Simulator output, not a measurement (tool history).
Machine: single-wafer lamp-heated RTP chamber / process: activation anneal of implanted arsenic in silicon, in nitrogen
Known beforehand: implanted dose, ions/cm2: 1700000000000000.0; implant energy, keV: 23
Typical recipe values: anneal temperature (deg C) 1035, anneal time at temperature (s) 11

| run | hour | anneal temperature (deg C) | anneal time at temperature (s) | wafers since the last listed run | wafers since the last pyrometer calibration | wafers since the reflector plate was cleaned | hours since the gauge calibration | read-back reference wafer on the same gauge, sheet resistance | sheet resistance of the implanted and annealed layer (ohm/square) |
|---|---|---|---|---|---|---|---|---|---|
| 1 | 0.0 | 1017 | 16 | 0 | 1192 | 1464 | 118.3 | 88.27 | 98.54 |
| 2 | 50.6 | 1017 | 16 | 900 | 2093 | 2364 | 168.9 | 88.18 | 97.99 |
| 3 | 150.6 | 1035 | 11 | 1779 | 3872 | 4144 | 268.9 | 88.25 | 95.94 |
| 4 | 200.0 | 1035 | 11 | 878 | 4751 | 5023 | 318.3 | 88.24 | 95.92 |
|  | 369.4 | pyrometer window cleaned and pyrometer calibrated |
| 5 | 376.1 | 1029 | 7 | 2991 | 118 | 8014 | 494.4 | 88.32 | 104.54 |
| 6 | 442.7 | 1035 | 11 | 1185 | 1303 | 9199 | 561.0 | 88.21 | 97.74 |
| 7 | 488.7 | 1035 | 11 | 818 | 2121 | 10017 | 607.0 | 88.17 | 96.82 |
|  | 534.2 | reflector plate cleaned |
| 8 | 547.9 | 1035 | 11 | 911 | 3032 | 243 | 666.2 | 88.26 | 96.74 |
| 9 | 601.1 | 1035 | 17 | 946 | 3979 | 1190 | 719.4 | 88.23 | 90.46 |
| 10 | 646.4 | 1035 | 11 | 806 | 4785 | 1996 | 764.7 | 88.13 | 95.55 |
| 11 | 807.8 | 1014 | 11 | 2871 | 7657 | 4867 | 926.1 | 88.22 | 101.58 |
|  | 849.4 | gauge calibrated |
|  | 865.0 | pyrometer window cleaned and pyrometer calibrated |
| 12 | 865.5 | 1035 | 11 | 884 | 9 | 5752 | 16.1 | 88.13 | 97.45 |
| 13 | 921.3 | 1005 | 17 | 992 | 1002 | 6745 | 71.9 | 88.26 | 102.94 |
| 14 | 986.7 | 1054 | 11 | 1163 | 2166 | 7908 | 137.3 | 88.32 | 91.15 |
| 15 | 1042.7 | 1026 | 17 | 996 | 3162 | 8905 | 193.3 | 88.16 | 93.79 |
| 16 | 1105.3 | 1027 | 16 | 1113 | 4276 | 10019 | 255.9 | 88.17 | 93.90 |

Forecast each of these 3 alternatives for the next run:
| A | 1105.7 | 1035 | 11 | 7 | 4283 | 10026 | 256.3 | ? | ? |
| B | 1105.7 | 1062 | 11 | 7 | 4283 | 10026 | 256.3 | ? | ? |
| C | 1105.7 | 1035 | 8 | 7 | 4283 | 10026 | 256.3 | ? | ? |

| run | read-back reference wafer on the same gauge, sheet resistance | sheet resistance of the implanted and annealed layer (ohm/square) |
|---|---|---|
| A | 88.21 | 96.02 |
| B | 88.21 | 87.62 |
| C | 88.21 | 99.70 |
With the hidden condition removed and each run's random variation left untouched, the same runs would have given:
| run | sheet resistance of the implanted and annealed layer (ohm/square) |
|---|---|
| A | 97.81 |
| B | 89.31 |
| C | 101.46 |

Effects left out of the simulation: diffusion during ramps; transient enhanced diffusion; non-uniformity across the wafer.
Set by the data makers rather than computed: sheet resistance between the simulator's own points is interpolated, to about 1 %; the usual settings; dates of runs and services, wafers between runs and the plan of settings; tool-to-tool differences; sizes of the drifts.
